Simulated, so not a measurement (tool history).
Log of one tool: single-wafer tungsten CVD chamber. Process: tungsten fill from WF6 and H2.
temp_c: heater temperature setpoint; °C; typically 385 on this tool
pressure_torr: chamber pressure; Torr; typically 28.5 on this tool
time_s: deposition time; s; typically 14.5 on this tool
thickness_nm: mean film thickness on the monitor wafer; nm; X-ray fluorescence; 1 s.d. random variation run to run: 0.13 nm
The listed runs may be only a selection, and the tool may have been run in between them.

| run | hour | temp_c | pressure_torr | time_s | read-back reference wafer on the same gauge, thickness_nm | thickness_nm |
|---|---|---|---|---|---|---|
| 1 | 0.0 | 375 | 28.5 | 15.8 | 30.173 | 26.954 |
| 2 | 201.2 | 375 | 28.5 | 15.8 | 30.071 | 26.921 |
| 3 | 250.8 | 375 | 28.5 | 15.8 | 30.066 | 26.866 |
| 4 | 321.2 | 385 | 28.5 | 12.2 | 30.035 | 25.574 |
| 5 | 346.8 | 385 | 28.5 | 12.2 | 30.086 | 25.660 |
| 6 | 415.7 | 385 | 28.5 | 14.5 | 30.141 | 30.366 |
| 7 | 447.8 | 385 | 28.5 | 14.5 | 30.124 | 30.655 |
| 8 | 478.2 | 377 | 28.5 | 14.5 | 30.118 | 25.793 |
| 9 | 509.6 | 385 | 28.5 | 14.5 | 30.026 | 30.265 |
|  | 537.2 | gauge calibrated |
| 10 | 563.2 | 385 | 28.5 | 14.5 | 30.072 | 30.460 |
| 11 | 625.7 | 385 | 28.5 | 14.5 | 30.108 | 30.502 |
| 12 | 658.8 | 385 | 28.5 | 14.5 | 30.114 | 30.331 |
| 13 | 714.5 | 385 | 28.5 | 12.4 | 30.105 | 26.008 |
| 14 | 786.3 | 385 | 25.7 | 14.5 | 30.089 | 29.363 |
|  | 856.7 | thermocouple changed; heater temperature recalibrated |
| 15 | 857.2 | 389 | 28.5 | 14.5 | 30.129 | 33.179 |
| 16 | 888.3 | 379 | 22.3 | 14.5 | 30.063 | 24.334 |
|  | 939.4 | showerhead replaced |
| 17 | 956.2 | 385 | 28.5 | 14.5 | 30.076 | 30.665 |
| 18 | 1007.7 | 385 | 24.6 | 14.5 | 30.128 | 28.681 |
| 19 | 1078.7 | 377 | 28.5 | 13.4 | 30.074 | 23.805 |
|  | 1125.8 | capacitance manometer re-zeroed and calibrated |
| 20 | 1126.3 | 392 | 21.8 | 14.5 | 30.082 | 31.403 |
| 21 | 1175.8 | 385 | 28.5 | 14.5 | 30.142 | 30.405 |
| 22 | 1234.0 | 392 | 24.9 | 16.2 | 30.090 | 37.058 |
| 23 | 1299.1 | 385 | 28.5 | 14.5 | 30.112 | 30.571 |
| 24 | 1369.8 | 385 | 28.5 | 13.5 | 30.057 | 28.293 |
|  | 1379.6 | gauge calibrated |
| 25 | 1412.3 | 385 | 28.5 | 14.5 | 30.177 | 30.403 |
| 26 | 1480.1 | 385 | 34.9 | 16.0 | 30.069 | 36.441 |

Each row is a separate what-if for the run after 26, all from the same tool condition, not one after another. Results?
| A | 1480.5 | 371 | 28.5 | 14.5 | ? | ? |
| B | 1480.5 | 372 | 31.4 | 17.0 | ? | ? |
| C | 1480.5 | 385 | 33.7 | 14.5 | ? | ? |

| run | read-back reference wafer on the same gauge, thickness_nm | thickness_nm |
|---|---|---|
| A | 30.072 | 22.645 |
| B | 30.072 | 28.244 |
| C | 30.072 | 32.604 |
Stripped of hidden state, with their random variation kept, the same runs would have yielded:
| run | thickness_nm |
|---|---|
| A | 22.645 |
| B | 28.244 |
| C | 32.604 |
